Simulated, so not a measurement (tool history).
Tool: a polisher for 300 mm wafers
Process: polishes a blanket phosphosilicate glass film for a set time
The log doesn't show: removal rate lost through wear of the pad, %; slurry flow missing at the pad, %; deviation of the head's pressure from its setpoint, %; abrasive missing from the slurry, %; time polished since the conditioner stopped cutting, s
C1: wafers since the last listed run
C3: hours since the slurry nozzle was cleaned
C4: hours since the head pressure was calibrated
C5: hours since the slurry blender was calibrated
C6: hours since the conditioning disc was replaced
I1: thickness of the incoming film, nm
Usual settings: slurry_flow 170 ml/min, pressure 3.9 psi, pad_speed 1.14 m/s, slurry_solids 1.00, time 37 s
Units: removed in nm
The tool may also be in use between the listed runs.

run 1 hour=0.0 | slurry_flow=170 pressure=3.3 pad_speed=1.14 slurry_solids=1.00 time=37 | C1=0 wafers_polished_on_this_pad=2816 C3=536.3 C4=482.8 C5=214.1 C6=67.7 | I1=2554.7 | removed=497.0
run 2 hour=65.2 | slurry_flow=170 pressure=3.3 pad_speed=1.14 slurry_solids=1.00 time=37 | C1=547 wafers_polished_on_this_pad=3363 C3=601.5 C4=548.0 C5=279.3 C6=132.9 | I1=2613.6 | removed=484.0
-- hour=96.1 head pressure recalibrated
-- hour=169.5 worn pad replaced by a new one
run 3 hour=170.0 | slurry_flow=170 pressure=3.3 pad_speed=1.14 slurry_solids=1.00 time=37 | C1=829 wafers_polished_on_this_pad=4 C3=706.3 C4=73.9 C5=384.1 C6=237.7 | I1=2539.2 | removed=509.9
-- hour=216.2 slurry blender recalibrated
run 4 hour=233.3 | slurry_flow=170 pressure=3.9 pad_speed=1.14 slurry_solids=1.00 time=32 | C1=514 wafers_polished_on_this_pad=519 C3=769.6 C4=137.2 C5=17.1 C6=301.0 | I1=2561.0 | removed=484.3
-- hour=254.3 slurry nozzle cleaned
run 5 hour=313.3 | slurry_flow=170 pressure=3.9 pad_speed=1.14 slurry_solids=1.00 time=32 | C1=663 wafers_polished_on_this_pad=1182 C3=59.0 C4=217.2 C5=97.1 C6=381.0 | I1=2554.8 | removed=484.1
run 6 hour=405.0 | slurry_flow=170 pressure=3.9 pad_speed=1.14 slurry_solids=1.00 time=37 | C1=770 wafers_polished_on_this_pad=1952 C3=150.7 C4=308.9 C5=188.8 C6=472.7 | I1=2581.1 | removed=565.5
run 7 hour=470.1 | slurry_flow=170 pressure=3.9 pad_speed=1.14 slurry_solids=1.00 time=37 | C1=546 wafers_polished_on_this_pad=2499 C3=215.8 C4=374.0 C5=253.9 C6=537.8 | I1=2549.4 | removed=568.7
-- hour=520.7 head pressure recalibrated, repeated, since the last time left the tool worse
run 8 hour=524.4 | slurry_flow=170 pressure=3.9 pad_speed=1.14 slurry_solids=1.00 time=37 | C1=439 wafers_polished_on_this_pad=2938 C3=270.1 C4=3.7 C5=308.2 C6=592.1 | I1=2537.3 | removed=523.8
-- hour=549.4 conditioning disc replaced and pad reconditioned
-- hour=585.2 worn pad replaced by a new one
run 9 hour=623.6 | slurry_flow=170 pressure=3.9 pad_speed=1.14 slurry_solids=1.00 time=37 | C1=782 wafers_polished_on_this_pad=322 C3=369.3 C4=102.9 C5=407.4 C6=74.2 | I1=2595.8 | removed=521.8
-- hour=649.9 slurry blender recalibrated
run 10 hour=663.1 | slurry_flow=170 pressure=3.9 pad_speed=1.14 slurry_solids=1.00 time=37 | C1=314 wafers_polished_on_this_pad=637 C3=408.8 C4=142.4 C5=13.2 C6=113.7 | I1=2551.6 | removed=514.7
run 11 hour=742.7 | slurry_flow=170 pressure=3.9 pad_speed=1.14 slurry_solids=1.00 time=37 | C1=668 wafers_polished_on_this_pad=1306 C3=488.4 C4=222.0 C5=92.8 C6=193.3 | I1=2600.4 | removed=532.9
run 12 hour=832.5 | slurry_flow=170 pressure=3.9 pad_speed=1.14 slurry_solids=1.00 time=44 | C1=754 wafers_polished_on_this_pad=2060 C3=578.2 C4=311.8 C5=182.6 C6=283.1 | I1=2577.8 | removed=634.1
run 13 hour=889.2 | slurry_flow=170 pressure=3.9 pad_speed=1.28 slurry_solids=1.00 time=37 | C1=476 wafers_polished_on_this_pad=2537 C3=634.9 C4=368.5 C5=239.3 C6=339.8 | I1=2554.9 | removed=577.8
run 14 hour=960.4 | slurry_flow=170 pressure=3.9 pad_speed=1.14 slurry_solids=1.00 time=37 | C1=598 wafers_polished_on_this_pad=3135 C3=706.1 C4=439.7 C5=310.5 C6=411.0 | I1=2577.3 | removed=526.5
-- hour=1040.0 worn pad replaced by a new one
-- hour=1048.0 conditioning disc replaced and pad reconditioned
run 15 hour=1048.9 | slurry_flow=170 pressure=3.9 pad_speed=1.14 slurry_solids=1.00 time=37 | C1=692 wafers_polished_on_this_pad=58 C3=794.6 C4=528.2 C5=399.0 C6=0.9 | I1=2536.6 | removed=541.9
-- hour=1057.0 head pressure recalibrated
-- hour=1060.4 slurry nozzle cleaned
-- hour=1142.6 slurry blender recalibrated
run 16 hour=1210.9 | slurry_flow=170 pressure=3.9 pad_speed=0.82 slurry_solids=1.00 time=33 | C1=1318 wafers_polished_on_this_pad=1376 C3=150.5 C4=153.9 C5=68.3 C6=162.9 | I1=2534.8 | removed=366.4
run 17 hour=1528.1 | slurry_flow=170 pressure=3.9 pad_speed=1.14 slurry_solids=1.20 time=24 | C1=2664 wafers_polished_on_this_pad=4041 C3=467.7 C4=471.1 C5=385.5 C6=480.1 | I1=2552.9 | removed=375.4
-- hour=1563.6 conditioning disc replaced and pad reconditioned
-- hour=1571.1 worn pad replaced by a new one
-- hour=1575.1 slurry blender recalibrated
run 18 hour=1579.0 | slurry_flow=170 pressure=3.3 pad_speed=1.14 slurry_solids=0.85 time=37 | C1=360 wafers_polished_on_this_pad=49 C3=518.6 C4=522.0 C5=3.9 C6=15.4 | I1=2545.3 | removed=458.5
-- hour=1634.3 head pressure recalibrated
run 19 hour=1634.6 | slurry_flow=170 pressure=3.9 pad_speed=0.76 slurry_solids=1.20 time=45 | C1=450 wafers_polished_on_this_pad=499 C3=574.2 C4=0.3 C5=59.5 C6=71.0 | I1=2552.3 | removed=497.9
run 20 hour=1693.9 | slurry_flow=205 pressure=3.9 pad_speed=0.78 slurry_solids=1.00 time=37 | C1=498 wafers_polished_on_this_pad=997 C3=633.5 C4=59.6 C5=118.8 C6=130.3 | I1=2521.7 | removed=399.5
run 21 hour=1795.1 | slurry_flow=170 pressure=3.9 pad_speed=1.14 slurry_solids=1.00 time=37 | C1=850 wafers_polished_on_this_pad=1847 C3=734.7 C4=160.8 C5=220.0 C6=231.5 | I1=2551.1 | removed=536.3
run 22 hour=1873.1 | slurry_flow=115 pressure=3.2 pad_speed=1.14 slurry_solids=0.85 time=43 | C1=655 wafers_polished_on_this_pad=2502 C3=812.7 C4=238.8 C5=298.0 C6=309.5 | I1=2520.0 | removed=460.9
run 23 hour=1924.4 | slurry_flow=225 pressure=3.9 pad_speed=1.14 slurry_solids=1.00 time=37 | C1=430 wafers_polished_on_this_pad=2933 C3=864.0 C4=290.1 C5=349.3 C6=360.8 | I1=2570.0 | removed=542.9
-- hour=1958.7 slurry nozzle cleaned
-- hour=1991.7 slurry blender recalibrated
run 24 hour=2019.6 | slurry_flow=170 pressure=3.9 pad_speed=1.14 slurry_solids=1.00 time=37 | C1=774 wafers_polished_on_this_pad=3708 C3=60.9 C4=385.3 C5=27.9 C6=456.0 | I1=2605.5 | removed=531.0
-- hour=2036.5 conditioning disc replaced and pad reconditioned
-- hour=2037.5 worn pad replaced by a new one
run 25 hour=2126.5 | slurry_flow=145 pressure=4.7 pad_speed=0.90 slurry_solids=1.00 time=45 | C1=872 wafers_polished_on_this_pad=747 C3=167.8 C4=492.2 C5=134.8 C6=90.0 | I1=2508.1 | removed=586.4

Hidden state at the last listed run before each entry between runs and at the first one after, where it differs:
Between runs 2 and 3: head pressure recalibrated (hour 96.1); worn pad replaced by a new one (hour 169.5)
  deviation of the head's pressure from its setpoint, %: 5.89 -> 12.4
  measured less the result without the state, removed: +16.5 -> +35.3 nm
Between runs 3 and 4: slurry blender recalibrated (hour 216.2)
  deviation of the head's pressure from its setpoint, %: 12.4 -> 13
  measured less the result without the state, removed: +35.3 -> +35.0 nm
Between runs 4 and 5: slurry nozzle cleaned (hour 254.3)
  deviation of the head's pressure from its setpoint, %: 13 -> 13.7
  measured less the result without the state, removed: +35.0 -> +36.9 nm
Between runs 7 and 8: head pressure recalibrated, repeated, since the last time left the tool worse (hour 520.7)
  deviation of the head's pressure from its setpoint, %: 15.2 -> -0.179
  measured less the result without the state, removed: +47.6 -> -0.5 nm
Between runs 8 and 9: conditioning disc replaced and pad reconditioned (hour 549.4); worn pad replaced by a new one (hour 585.2)
  deviation of the head's pressure from its setpoint, %: -0.179 -> 0.751
  measured less the result without the state, removed: -0.5 -> +2.4 nm
Between runs 9 and 10: slurry blender recalibrated (hour 649.9)
  deviation of the head's pressure from its setpoint, %: 0.751 -> 1.12
  measured less the result without the state, removed: +2.4 -> +3.4 nm
Between runs 14 and 15: worn pad replaced by a new one (hour 1040.0); conditioning disc replaced and pad reconditioned (hour 1048.0)
  deviation of the head's pressure from its setpoint, %: 3.91 -> 4.74
  measured less the result without the state, removed: +12.1 -> +15.0 nm
Between runs 15 and 16: head pressure recalibrated (hour 1057.0); slurry nozzle cleaned (hour 1060.4); slurry blender recalibrated (hour 1142.6)
  deviation of the head's pressure from its setpoint, %: 4.74 -> 2.32
  measured less the result without the state, removed: +15.0 -> +5.1 nm
Between runs 17 and 18: conditioning disc replaced and pad reconditioned (hour 1563.6); worn pad replaced by a new one (hour 1571.1); slurry blender recalibrated (hour 1575.1)
  deviation of the head's pressure from its setpoint, %: 5.3 -> 5.77
  measured less the result without the state, removed: +11.6 -> +15.4 nm
Between runs 18 and 19: head pressure recalibrated (hour 1634.3)
  deviation of the head's pressure from its setpoint, %: 5.77 -> 0.145
  measured less the result without the state, removed: +15.4 -> +0.4 nm
Between runs 23 and 24: slurry nozzle cleaned (hour 1958.7); slurry blender recalibrated (hour 1991.7)
  deviation of the head's pressure from its setpoint, %: 2.86 -> 3.75
  measured less the result without the state, removed: +9.2 -> +11.7 nm
Between runs 24 and 25: conditioning disc replaced and pad reconditioned (hour 2036.5); worn pad replaced by a new one (hour 2037.5)
  deviation of the head's pressure from its setpoint, %: 3.75 -> 4.76
  measured less the result without the state, removed: +11.7 -> +16.3 nm

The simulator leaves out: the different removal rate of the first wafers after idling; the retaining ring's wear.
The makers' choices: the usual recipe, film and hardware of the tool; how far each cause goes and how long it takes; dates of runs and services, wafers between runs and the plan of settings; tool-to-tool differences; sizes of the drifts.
